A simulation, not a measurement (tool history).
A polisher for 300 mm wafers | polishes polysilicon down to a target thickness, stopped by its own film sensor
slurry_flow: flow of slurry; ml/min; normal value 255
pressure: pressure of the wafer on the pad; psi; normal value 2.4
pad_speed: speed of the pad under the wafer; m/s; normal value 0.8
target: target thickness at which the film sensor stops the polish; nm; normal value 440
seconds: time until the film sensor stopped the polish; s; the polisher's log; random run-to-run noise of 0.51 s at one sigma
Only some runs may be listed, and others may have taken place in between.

| run | hour | slurry_flow | pressure | pad_speed | target | incoming thickness of the incoming film, nm | seconds |
|---|---|---|---|---|---|---|---|
| 1 | 0 | 255 | 3 | 0.96 | 440 | 840.9 | 49 |
| 2 | 11.4 | 255 | 3 | 0.96 | 440 | 854.5 | 50.9 |
| 3 | 24.1 | 255 | 3 | 0.96 | 440 | 833.5 | 48.4 |
| 4 | 33.3 | 255 | 2.4 | 0.88 | 440 | 846.1 | 68.4 |
| 5 | 48.1 | 255 | 2.4 | 0.88 | 440 | 828.9 | 65.9 |
| 6 | 62.5 | 255 | 2.4 | 0.88 | 440 | 844.3 | 69 |
| 7 | 75.1 | 255 | 2.4 | 0.8 | 501 | 833 | 62 |
| 8 | 90.4 | 255 | 2.7 | 0.8 | 578 | 836.8 | 43.8 |
| 9 | 105.5 | 255 | 2.4 | 0.7 | 440 | 854.5 | 89.4 |
|  | 111.5 | worn pad replaced by a new one |
|  | 114.3 | head pressure recalibrated |
|  | 118.6 | slurry nozzle cleaned |
| 10 | 119.1 | 255 | 3 | 0.96 | 440 | 836.1 | 52.5 |
| 11 | 128.4 | 255 | 2.4 | 0.8 | 440 | 850 | 81.4 |
| 12 | 142.1 | 255 | 2 | 0.62 | 369 | 855.8 | 149.9 |

What will run 13 give?
| 13 | 159.6 | 290 | 2.7 | 0.8 | 570 | 831.4 | ? |

{"run 13": {"seconds": 44.9}}
Were there no unlogged condition in the tool, this run, its random variation unchanged, would have produced seconds 45 s.

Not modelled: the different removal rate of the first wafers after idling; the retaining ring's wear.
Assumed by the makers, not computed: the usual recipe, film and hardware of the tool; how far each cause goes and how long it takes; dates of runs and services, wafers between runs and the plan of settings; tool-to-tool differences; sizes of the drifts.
